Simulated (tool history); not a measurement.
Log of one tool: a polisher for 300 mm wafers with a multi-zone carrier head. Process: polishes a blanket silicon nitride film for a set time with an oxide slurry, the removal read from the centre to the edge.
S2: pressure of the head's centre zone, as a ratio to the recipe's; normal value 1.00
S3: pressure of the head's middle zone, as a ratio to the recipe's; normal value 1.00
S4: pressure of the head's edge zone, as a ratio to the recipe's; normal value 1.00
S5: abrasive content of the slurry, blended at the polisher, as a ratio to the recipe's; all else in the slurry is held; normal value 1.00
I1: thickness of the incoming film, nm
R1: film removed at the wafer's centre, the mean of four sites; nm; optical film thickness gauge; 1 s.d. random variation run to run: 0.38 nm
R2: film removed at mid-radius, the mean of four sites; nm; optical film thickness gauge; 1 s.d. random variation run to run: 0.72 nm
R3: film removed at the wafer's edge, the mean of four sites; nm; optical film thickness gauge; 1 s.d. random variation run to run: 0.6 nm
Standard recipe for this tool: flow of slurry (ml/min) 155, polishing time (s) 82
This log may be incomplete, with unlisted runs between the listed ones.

{"run": 1, "hour": 0.0, "flow of slurry (ml/min)": 155, "S2": 1.0, "S3": 1.0, "S4": 1.0, "S5": 1.0, "polishing time (s)": 89, "I1": 303.4, "R1": 55.1, "R2": 54.7, "R3": 55.6}
{"run": 2, "hour": 9.9, "flow of slurry (ml/min)": 155, "S2": 1.0, "S3": 1.0, "S4": 1.0, "S5": 1.0, "polishing time (s)": 82, "I1": 301.7, "R1": 51.3, "R2": 51.1, "R3": 51.6}
{"run": 3, "hour": 37.6, "flow of slurry (ml/min)": 155, "S2": 1.0, "S3": 0.94, "S4": 1.0, "S5": 1.0, "polishing time (s)": 82, "I1": 295.2, "R1": 50.4, "R2": 47.5, "R3": 51.3}
{"hour": 45.9, "done": "worn pad replaced by a new one"}
{"run": 4, "hour": 46.9, "flow of slurry (ml/min)": 155, "S2": 1.04, "S3": 1.0, "S4": 1.0, "S5": 1.0, "polishing time (s)": 82, "I1": 302.0, "R1": 53.0, "R2": 50.4, "R3": 51.9}
{"run": 5, "hour": 54.1, "flow of slurry (ml/min)": 155, "S2": 1.04, "S3": 1.0, "S4": 1.0, "S5": 1.0, "polishing time (s)": 82, "I1": 297.3, "R1": 52.3, "R2": 50.7, "R3": 51.7}
{"run": 6, "hour": 69.2, "flow of slurry (ml/min)": 155, "S2": 1.0, "S3": 1.0, "S4": 1.0, "S5": 1.0, "polishing time (s)": 82, "I1": 302.4, "R1": 50.7, "R2": 50.8, "R3": 50.6}
{"hour": 80.3, "done": "carrier head's membrane replaced by a new one"}
{"run": 7, "hour": 86.1, "flow of slurry (ml/min)": 155, "S2": 1.0, "S3": 1.0, "S4": 1.04, "S5": 0.8, "polishing time (s)": 82, "I1": 296.6, "R1": 43.4, "R2": 43.0, "R3": 44.0}
{"hour": 93.2, "done": "slurry nozzle cleaned"}
{"hour": 100.8, "done": "centre zone pressure recalibrated"}
{"run": 8, "hour": 101.3, "flow of slurry (ml/min)": 155, "S2": 0.92, "S3": 0.92, "S4": 1.09, "S5": 0.9, "polishing time (s)": 82, "I1": 297.0, "R1": 36.8, "R2": 38.7, "R3": 45.5}
{"run": 9, "hour": 113.8, "flow of slurry (ml/min)": 155, "S2": 1.0, "S3": 1.0, "S4": 1.0, "S5": 1.0, "polishing time (s)": 82, "I1": 297.9, "R1": 42.7, "R2": 43.5, "R3": 46.5}
{"run": 10, "hour": 123.4, "flow of slurry (ml/min)": 155, "S2": 1.0, "S3": 1.0, "S4": 1.0, "S5": 1.0, "polishing time (s)": 82, "I1": 298.6, "R1": 42.0, "R2": 43.0, "R3": 47.0}
{"run": 11, "hour": 132.6, "flow of slurry (ml/min)": 155, "S2": 1.0, "S3": 1.0, "S4": 1.0, "S5": 1.0, "polishing time (s)": 82, "I1": 303.0, "R1": 42.0, "R2": 43.2, "R3": 46.5}
{"run": 12, "hour": 141.5, "flow of slurry (ml/min)": 155, "S2": 1.0, "S3": 1.0, "S4": 1.0, "S5": 1.0, "polishing time (s)": 89, "I1": 300.3, "R1": 46.0, "R2": 45.9, "R3": 50.3}
{"run": 13, "hour": 154.2, "flow of slurry (ml/min)": 155, "S2": 0.92, "S3": 1.0, "S4": 1.0, "S5": 1.0, "polishing time (s)": 82, "I1": 298.9, "R1": 37.8, "R2": 43.9, "R3": 45.9}
{"hour": 157.2, "done": "slurry nozzle cleaned, repeated, since the last time left the tool worse"}
{"hour": 160.3, "done": "worn pad replaced by a new one"}
{"run": 14, "hour": 160.7, "flow of slurry (ml/min)": 155, "S2": 1.0, "S3": 1.0, "S4": 1.0, "S5": 0.8, "polishing time (s)": 82, "I1": 298.1, "R1": 46.8, "R2": 47.0, "R3": 46.1}
{"run": 15, "hour": 167.6, "flow of slurry (ml/min)": 155, "S2": 1.05, "S3": 1.0, "S4": 1.0, "S5": 1.0, "polishing time (s)": 82, "I1": 301.0, "R1": 58.2, "R2": 54.7, "R3": 54.5}
{"run": 16, "hour": 183.1, "flow of slurry (ml/min)": 155, "S2": 0.92, "S3": 1.0, "S4": 1.0, "S5": 0.75, "polishing time (s)": 105, "I1": 299.0, "R1": 52.4, "R2": 57.1, "R3": 55.1}
{"hour": 191.2, "done": "edge zone pressure recalibrated"}
{"run": 17, "hour": 196.6, "flow of slurry (ml/min)": 125, "S2": 1.0, "S3": 1.0, "S4": 1.0, "S5": 1.2, "polishing time (s)": 82, "I1": 300.5, "R1": 56.4, "R2": 56.5, "R3": 57.0}
{"run": 18, "hour": 208.6, "flow of slurry (ml/min)": 155, "S2": 1.0, "S3": 1.0, "S4": 1.0, "S5": 1.0, "polishing time (s)": 82, "I1": 298.5, "R1": 54.2, "R2": 54.6, "R3": 54.1}
{"run": 19, "hour": 219.8, "flow of slurry (ml/min)": 155, "S2": 1.0, "S3": 1.06, "S4": 1.0, "S5": 1.0, "polishing time (s)": 82, "I1": 294.3, "R1": 54.7, "R2": 57.0, "R3": 53.4}
{"hour": 265.4, "done": "worn pad replaced by a new one"}
{"run": 20, "hour": 273.3, "flow of slurry (ml/min)": 155, "S2": 1.0, "S3": 1.0, "S4": 1.0, "S5": 1.0, "polishing time (s)": 82, "I1": 295.3, "R1": 54.0, "R2": 53.3, "R3": 53.0}
{"run": 21, "hour": 280.1, "flow of slurry (ml/min)": 155, "S2": 1.0, "S3": 1.0, "S4": 1.0, "S5": 1.3, "polishing time (s)": 107, "I1": 302.0, "R1": 81.3, "R2": 80.0, "R3": 79.5}
{"run": 22, "hour": 297.6, "flow of slurry (ml/min)": 190, "S2": 1.09, "S3": 1.0, "S4": 1.0, "S5": 1.0, "polishing time (s)": 82, "I1": 302.7, "R1": 61.9, "R2": 54.7, "R3": 54.2}

Forecast run 23:
{"run": 23, "hour": 309.5, "flow of slurry (ml/min)": 155, "S2": 1.0, "S3": 0.96, "S4": 1.0, "S5": 1.0, "polishing time (s)": 82, "I1": 298.6, "R1": "?", "R2": "?", "R3": "?"}

R1: 54.5 nm
R2: 51.4 nm
R3: 54.1 nm
Had the tool carried no hidden state, the very same run would have given R1 55.6 nm, R2 52.4 nm, R3 54.8 nm.

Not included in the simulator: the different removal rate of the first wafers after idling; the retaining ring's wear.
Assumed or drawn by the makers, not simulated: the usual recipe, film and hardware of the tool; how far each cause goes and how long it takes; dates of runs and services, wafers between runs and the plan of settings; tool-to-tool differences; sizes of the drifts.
